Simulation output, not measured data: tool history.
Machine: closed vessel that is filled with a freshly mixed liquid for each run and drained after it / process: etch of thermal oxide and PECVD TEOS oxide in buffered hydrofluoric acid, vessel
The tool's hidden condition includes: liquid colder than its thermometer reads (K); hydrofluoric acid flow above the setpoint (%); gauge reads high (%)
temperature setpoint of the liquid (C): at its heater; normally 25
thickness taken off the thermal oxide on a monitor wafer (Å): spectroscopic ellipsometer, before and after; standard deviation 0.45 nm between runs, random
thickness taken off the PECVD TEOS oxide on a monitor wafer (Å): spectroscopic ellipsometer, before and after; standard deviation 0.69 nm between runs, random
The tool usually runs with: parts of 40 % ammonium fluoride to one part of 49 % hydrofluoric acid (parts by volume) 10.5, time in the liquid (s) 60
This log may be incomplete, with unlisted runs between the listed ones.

run,day,temperature setpoint of the liquid (C),parts of 40 % ammonium fluoride to one part of 49 % hydrofluoric acid (parts by volume),time in the liquid (s),wafers since the last listed run,hours since the thermometer was replaced,hours since the hydrofluoric acid flow meter was replaced,hours since the gauge calibration,"read-back film thickness of the thermal oxide reference wafer, read on the same gauge (nm)","read-back film thickness of the PECVD TEOS oxide reference wafer, read on the same gauge (nm)",thickness taken off the thermal oxide on a monitor wafer (Å),thickness taken off the PECVD TEOS oxide on a monitor wafer (Å)
1,0,25,10.5,60,0,802.8,128.9,1382.4,90.03,139.99,634.7,678.9
2,1.212,24,10.5,60,4254,831.9,158,1411.5,90.03,140.01,604.8,635.6
3,2.388,25,10.5,60,4122,860.1,186.2,1439.7,89.99,140,639.3,682.4
# day 3.246: thermometer replaced
4,3.875,23,8.5,80,5073,15.1,221.9,1475.4,89.99,140.01,966.1,1009.6
5,4.979,27.5,10.5,60,3874,41.6,248.4,1501.9,90,139.99,785,816
6,6.404,25,14,75,5000,75.8,282.6,1536.1,89.97,139.99,637.2,680.8
7,7.871,28,14,60,5146,111,317.8,1571.3,90.01,140,588.2,638.9
8,8.85,28.5,10.5,60,3435,134.5,341.3,1594.8,89.98,140.02,803.6,880.1
9,9.85,25,12.5,60,3508,158.5,365.3,1618.8,90.01,139.99,569.4,608.7
# day 10.825: gauge calibrated
10,10.9,23.5,13,60,3684,183.7,390.5,1.8,90.01,140,502.2,535.5
11,12.396,26.5,10.5,60,5248,219.6,426.4,37.7,90,140.01,722.5,769.6
12,13.45,23,10.5,60,3698,244.9,451.7,63,89.98,140,599.3,620
13,14.154,25,10.5,60,2470,261.8,468.6,79.9,90.01,139.99,663.3,713.3
14,14.896,21.5,14.5,80,2602,279.6,486.4,97.7,90,140.02,534.6,561.8
15,15.454,21.5,12.5,95,1959,293,499.8,111.1,90.01,139.99,733.4,781.1
16,16.912,25,10.5,60,5117,328,534.8,146.1,90,139.99,669.9,708.5
17,17.929,23.5,7,70,3567,352.4,559.2,170.5,89.99,140.01,1047,1103.3
18,19.038,22.5,12,60,3889,379,585.8,197.1,90.02,140,502.1,529.2
19,19.788,25,10.5,85,2631,397,603.8,215.1,90,140.02,925.3,995
20,21.012,25,10.5,60,4298,426.4,633.2,244.5,89.98,140.02,661,688.3
21,21.717,25,11.5,60,2470,443.3,650.1,261.4,90,140.01,594.9,646
22,23.212,22.5,8,95,5248,479.2,686,297.3,89.99,140,1150.4,1225.9
23,24.433,25,10.5,60,4283,508.5,715.3,326.6,90.01,140,648.8,690.1
24,25.75,22,7,60,4620,540.1,746.9,358.2,90,140.01,804.3,864.3
# day 26.154: hydrofluoric acid flow meter replaced
25,26.8,21.5,6.5,30,3538,565.3,15.5,383.4,89.99,140.02,415.5,445
26,27.325,23.5,7,80,1842,577.9,28.1,396,89.99,139.98,1165.1,1252.7
27,27.867,25,10.5,60,1900,590.9,41.1,409,90,140,636.4,684.7

Each row is a separate what-if for the run after 27, all from the same tool condition, not one after another. Results?
A,27.896,25,10.5,75,102,591.6,41.8,409.7,?,?,?,?
B,27.896,21.5,10.5,60,102,591.6,41.8,409.7,?,?,?,?
C,27.896,29,9.5,35,102,591.6,41.8,409.7,?,?,?,?

run,"read-back film thickness of the thermal oxide reference wafer, read on the same gauge (nm)","read-back film thickness of the PECVD TEOS oxide reference wafer, read on the same gauge (nm)",thickness taken off the thermal oxide on a monitor wafer (Å),thickness taken off the PECVD TEOS oxide on a monitor wafer (Å)
A,90,140.01,800.2,854.8
B,90,140.01,527.6,563.6
C,90,140.01,501.7,535.9
Stripped of hidden state, with their random variation kept, the same runs would have yielded:
run,thickness taken off the thermal oxide on a monitor wafer (Å),thickness taken off the PECVD TEOS oxide on a monitor wafer (Å)
A,855.1,913.4
B,564.7,603.2
C,535.2,571.7
